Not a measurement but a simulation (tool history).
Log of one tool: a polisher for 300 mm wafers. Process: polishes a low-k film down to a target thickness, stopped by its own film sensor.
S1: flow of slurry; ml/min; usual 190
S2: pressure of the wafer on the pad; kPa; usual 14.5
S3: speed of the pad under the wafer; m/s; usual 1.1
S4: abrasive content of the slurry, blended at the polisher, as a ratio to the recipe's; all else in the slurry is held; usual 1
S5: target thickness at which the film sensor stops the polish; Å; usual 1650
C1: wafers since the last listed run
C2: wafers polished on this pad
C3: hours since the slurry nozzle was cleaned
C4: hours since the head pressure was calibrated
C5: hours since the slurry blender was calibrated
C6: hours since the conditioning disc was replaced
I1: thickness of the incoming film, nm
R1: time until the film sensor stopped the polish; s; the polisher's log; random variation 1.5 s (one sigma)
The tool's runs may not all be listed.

run,day,S1,S2,S3,S4,S5,C1,C2,C3,C4,C5,C6,I1,R1
1,0,190,14.5,1.1,1,1650,0,2003,188.2,1409.5,164.9,374.6,209.3,98.4
# day 0.95: conditioning disc replaced and pad reconditioned
# day 3.271: head pressure recalibrated
# day 8.225: worn pad replaced by a new one
2,8.475,190,14.5,1.1,1,1650,2161,66,391.6,124.9,368.3,180.6,208.3,98.9
3,9.612,190,14.5,1.1,1,1650,301,368,418.9,152.2,395.6,207.9,209.3,100.7
4,11.121,190,14.5,1.1,1,1650,400,768,455.1,188.4,431.8,244.1,210.3,103.6
# day 11.379: slurry nozzle cleaned
5,14.1,190,11.7,1.1,1,1650,779,1548,65.3,259.9,503.3,315.6,209.4,125.2
# day 15.85: slurry blender recalibrated
6,16.671,190,14.5,1.3,1,1650,660,2208,127,321.6,19.7,377.3,208.4,87.8
# day 17.571: conditioning disc replaced and pad reconditioned
7,18.679,190,14.5,1.1,1,1650,511,2719,175.2,369.8,67.9,26.6,209.6,98.2
8,21.562,190,14.5,1.1,1,1650,765,3485,244.4,439,137.1,95.8,208.9,96.7
# day 21.883: worn pad replaced by a new one, of another model than before
9,23.983,190,11,1.1,1,1680,598,557,302.5,497.1,195.2,153.9,214,120.3
10,25.979,190,18.6,1.1,1,1650,529,1087,350.4,545,243.1,201.8,211.6,87.9
11,28.333,190,14.5,0.84,1,1760,624,1712,406.9,601.5,299.6,258.3,209.6,94.5
12,30.146,190,14.5,1.1,1,1650,481,2193,450.4,645,343.1,301.8,210.8,102.4
13,32.146,255,14.5,1.38,1,1650,530,2724,498.4,693,391.1,349.8,209.2,81.8
# day 32.462: slurry nozzle cleaned
# day 33.704: conditioning disc replaced and pad reconditioned
14,33.817,190,15.9,1.1,0.85,1650,410,3134,32.5,733.1,431.2,2.7,212,110
15,34.954,190,14.5,1.1,1,1780,301,3436,59.8,760.4,458.5,30,208.1,69.5
# day 35.654: worn pad replaced by a new one
16,37.183,190,14.5,1.1,1.15,1650,547,405,113.3,813.9,512,83.5,207.5,94.3
# day 37.696: slurry blender recalibrated
17,38.879,130,19.3,0.9,1,1720,428,834,154,854.6,28.4,124.2,214.5,88.7
18,39.904,220,13.1,0.76,0.9,1650,272,1106,178.6,879.2,53,148.8,212.2,148.8
19,42.896,190,14.5,1.1,1,1650,794,1900,250.4,951,124.8,220.6,207.1,90.7
20,45.217,255,14.5,1.38,1,1650,616,2516,306.1,1006.7,180.5,276.3,212.1,84.7
21,47.983,190,16.5,1.3,1,1610,734,3250,372.5,1073.1,246.9,342.7,207.9,83.9
22,49.708,190,14.5,1.1,1.25,1650,457,3708,413.9,1114.5,288.3,384.1,209.5,91
# day 51.212: worn pad replaced by a new one
23,51.558,230,14.5,1.1,1.1,1650,446,92,458.3,1158.9,332.7,428.5,207.8,91.6
# day 51.862: conditioning disc replaced and pad reconditioned
# day 52.558: slurry nozzle cleaned
24,54.488,130,14.5,1.1,1,1650,744,836,46.3,1229.2,403,63,213.3,109.4

Forecast each of these 5 alternatives for the next run:
A,54.504,190,14.5,0.82,1,1650,4,841,46.7,1229.6,403.4,63.4,212.4,?
B,54.504,190,10.3,1.1,0.8,1650,4,841,46.7,1229.6,403.4,63.4,212.4,?
C,54.504,150,14.5,1.1,1,1650,4,841,46.7,1229.6,403.4,63.4,212.4,?
D,54.504,190,17.9,1.1,1,1650,4,841,46.7,1229.6,403.4,63.4,212.4,?
E,54.504,190,14.5,0.86,1,1650,4,841,46.7,1229.6,403.4,63.4,212.4,?

run,R1
A,136.6
B,148.9
C,110.8
D,94.6
E,131.8
Without the tool's hidden state the same runs would have given:
run,R1
A,127.7
B,138.2
C,103.5
D,88.4
E,123.1
